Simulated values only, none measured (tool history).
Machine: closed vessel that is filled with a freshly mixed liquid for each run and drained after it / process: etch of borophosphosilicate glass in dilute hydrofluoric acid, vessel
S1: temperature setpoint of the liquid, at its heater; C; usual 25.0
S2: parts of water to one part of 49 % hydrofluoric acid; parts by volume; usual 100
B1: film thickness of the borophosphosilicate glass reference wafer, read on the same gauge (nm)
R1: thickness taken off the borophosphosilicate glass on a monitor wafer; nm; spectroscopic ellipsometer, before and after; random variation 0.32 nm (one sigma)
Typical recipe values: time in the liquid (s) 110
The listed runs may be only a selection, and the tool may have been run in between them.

run 1 hour=0.0 | S1=25.0 S2=100 time_in_the_liquid_(s)=110 | B1=109.98 | R1=48.30
run 2 hour=73.5 | S1=25.0 S2=100 time_in_the_liquid_(s)=110 | B1=110.02 | R1=48.52
run 3 hour=163.7 | S1=25.0 S2=120 time_in_the_liquid_(s)=110 | B1=109.99 | R1=39.70
-- hour=193.0 hydrofluoric acid flow meter replaced
run 4 hour=208.3 | S1=25.0 S2=120 time_in_the_liquid_(s)=110 | B1=110.00 | R1=36.71
run 5 hour=378.0 | S1=25.0 S2=100 time_in_the_liquid_(s)=110 | B1=109.97 | R1=46.16
run 6 hour=469.6 | S1=25.0 S2=100 time_in_the_liquid_(s)=110 | B1=109.97 | R1=47.30
run 7 hour=514.1 | S1=25.0 S2=100 time_in_the_liquid_(s)=110 | B1=110.04 | R1=46.88
run 8 hour=584.9 | S1=25.0 S2=100 time_in_the_liquid_(s)=110 | B1=109.99 | R1=47.18
run 9 hour=633.5 | S1=25.0 S2=100 time_in_the_liquid_(s)=150 | B1=110.00 | R1=65.76
-- hour=637.1 thermometer replaced
run 10 hour=680.7 | S1=27.5 S2=100 time_in_the_liquid_(s)=175 | B1=109.98 | R1=85.30
-- hour=920.4 hydrofluoric acid flow meter replaced
run 11 hour=935.4 | S1=25.0 S2=100 time_in_the_liquid_(s)=110 | B1=110.03 | R1=45.24
run 12 hour=1019.1 | S1=25.0 S2=100 time_in_the_liquid_(s)=110 | B1=110.00 | R1=46.14
run 13 hour=1114.2 | S1=30.0 S2=100 time_in_the_liquid_(s)=110 | B1=110.02 | R1=55.81
-- hour=1138.8 gauge calibrated
run 14 hour=1189.3 | S1=30.0 S2=100 time_in_the_liquid_(s)=110 | B1=110.03 | R1=56.55
run 15 hour=1243.6 | S1=21.5 S2=130 time_in_the_liquid_(s)=150 | B1=109.97 | R1=41.96
run 16 hour=1293.1 | S1=21.5 S2=100 time_in_the_liquid_(s)=90 | B1=110.00 | R1=33.48
run 17 hour=1336.2 | S1=20.5 S2=140 time_in_the_liquid_(s)=155 | B1=109.99 | R1=38.29
run 18 hour=1381.1 | S1=21.5 S2=135 time_in_the_liquid_(s)=110 | B1=110.01 | R1=29.53
run 19 hour=1453.8 | S1=20.5 S2=100 time_in_the_liquid_(s)=150 | B1=109.97 | R1=55.58

Forecast each of these 5 alternatives for the next run:
run A hour=1454.5 | S1=25.0 S2=100 time_in_the_liquid_(s)=110 | B1=? | R1=?
run B hour=1454.5 | S1=23.5 S2=60 time_in_the_liquid_(s)=145 | B1=? | R1=?
run C hour=1454.5 | S1=30.0 S2=125 time_in_the_liquid_(s)=55 | B1=? | R1=?
run D hour=1454.5 | S1=27.0 S2=70 time_in_the_liquid_(s)=110 | B1=? | R1=?
run E hour=1454.5 | S1=22.0 S2=100 time_in_the_liquid_(s)=110 | B1=? | R1=?

run=A B1=110.01 R1=48.67
run=B B1=110.01 R1=105.57
run=C B1=110.01 R1=22.86
run=D B1=110.01 R1=78.09
run=E B1=110.01 R1=43.17
The same runs, with their run-to-run variation unchanged, on a tool lacking any hidden condition would have given:
run=A R1=44.58
run=B R1=97.05
run=C R1=20.87
run=D R1=71.69
run=E R1=39.56
